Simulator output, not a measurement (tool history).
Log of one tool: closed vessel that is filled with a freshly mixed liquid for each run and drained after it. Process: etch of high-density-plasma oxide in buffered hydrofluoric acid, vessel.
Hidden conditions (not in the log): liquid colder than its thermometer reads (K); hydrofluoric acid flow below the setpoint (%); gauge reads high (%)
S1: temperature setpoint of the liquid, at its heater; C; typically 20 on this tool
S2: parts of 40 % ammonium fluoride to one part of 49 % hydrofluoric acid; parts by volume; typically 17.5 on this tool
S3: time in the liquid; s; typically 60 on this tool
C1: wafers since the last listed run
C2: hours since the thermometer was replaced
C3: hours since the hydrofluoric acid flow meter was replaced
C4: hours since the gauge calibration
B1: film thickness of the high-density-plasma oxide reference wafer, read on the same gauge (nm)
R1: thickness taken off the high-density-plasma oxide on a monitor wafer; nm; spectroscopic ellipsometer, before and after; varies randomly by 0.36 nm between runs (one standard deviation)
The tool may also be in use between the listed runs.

run,hour,S1,S2,S3,C1,C2,C3,C4,B1,R1
1,0,20,17.5,60,0,1295.7,689.7,102.7,120.02,54.72
2,15.2,20,17.5,40,2259,1310.9,704.9,117.9,119.99,36.49
3,23.6,20,17.5,60,1248,1319.3,713.3,126.3,119.98,54.26
4,31,20,17.5,60,1100,1326.7,720.7,133.7,119.97,54.23
# hour 31.1: gauge calibrated
5,38.9,17.5,17.5,60,1174,1334.6,728.6,7.8,120,46.76
6,53.6,17.5,17.5,60,2185,1349.3,743.3,22.5,119.97,46.53
7,60.2,20,17.5,60,981,1355.9,749.9,29.1,119.99,53.62
8,66.9,20,13.5,60,995,1362.6,756.6,35.8,120.02,69.3
9,84.5,20,13.5,60,2616,1380.2,774.2,53.4,119.96,68.88
# hour 96.2: thermometer replaced
10,101.1,18,19.5,80,2318,4.9,790.8,70,119.96,67.68
11,118,20,17.5,60,2512,21.8,807.7,86.9,119.99,61.15
12,128.5,22.5,17.5,30,1560,32.3,818.2,97.4,119.99,34.83
13,146,21.5,13.5,60,2601,49.8,835.7,114.9,120.01,84.14
# hour 151.4: gauge calibrated
14,152.8,23,22,85,1010,56.6,842.5,1.4,119.99,86.05
# hour 160.2: hydrofluoric acid flow meter replaced
15,183.9,22,14,50,4474,87.7,23.7,32.5,120,81.3
16,196.8,22.5,13,75,1917,100.6,36.6,45.4,120.01,133.96
17,235.3,22.5,17.5,30,5723,139.1,75.1,83.9,120.02,39.34
18,252.1,17.5,17.5,60,2497,155.9,91.9,100.7,120.02,58.94
19,262.5,20,17.5,60,1545,166.3,102.3,111.1,120,68.32

Below are 5 alternative next runs, each starting from the tool's condition after run 19. Predict each:
A,263.2,20,17.5,60,104,167,103,111.8,?,?
B,263.2,20,15,40,104,167,103,111.8,?,?
C,263.2,17.5,12.5,30,104,167,103,111.8,?,?
D,263.2,24.5,14,80,104,167,103,111.8,?,?
E,263.2,20,15,85,104,167,103,111.8,?,?

run,B1,R1
A,119.99,68.47
B,119.99,53.14
C,119.99,41.37
D,119.99,145.94
E,119.99,112.92
With the hidden condition removed and each run's random variation left untouched, the same runs would have given:
run,R1
A,71.51
B,55.49
C,43.22
D,152.28
E,117.92
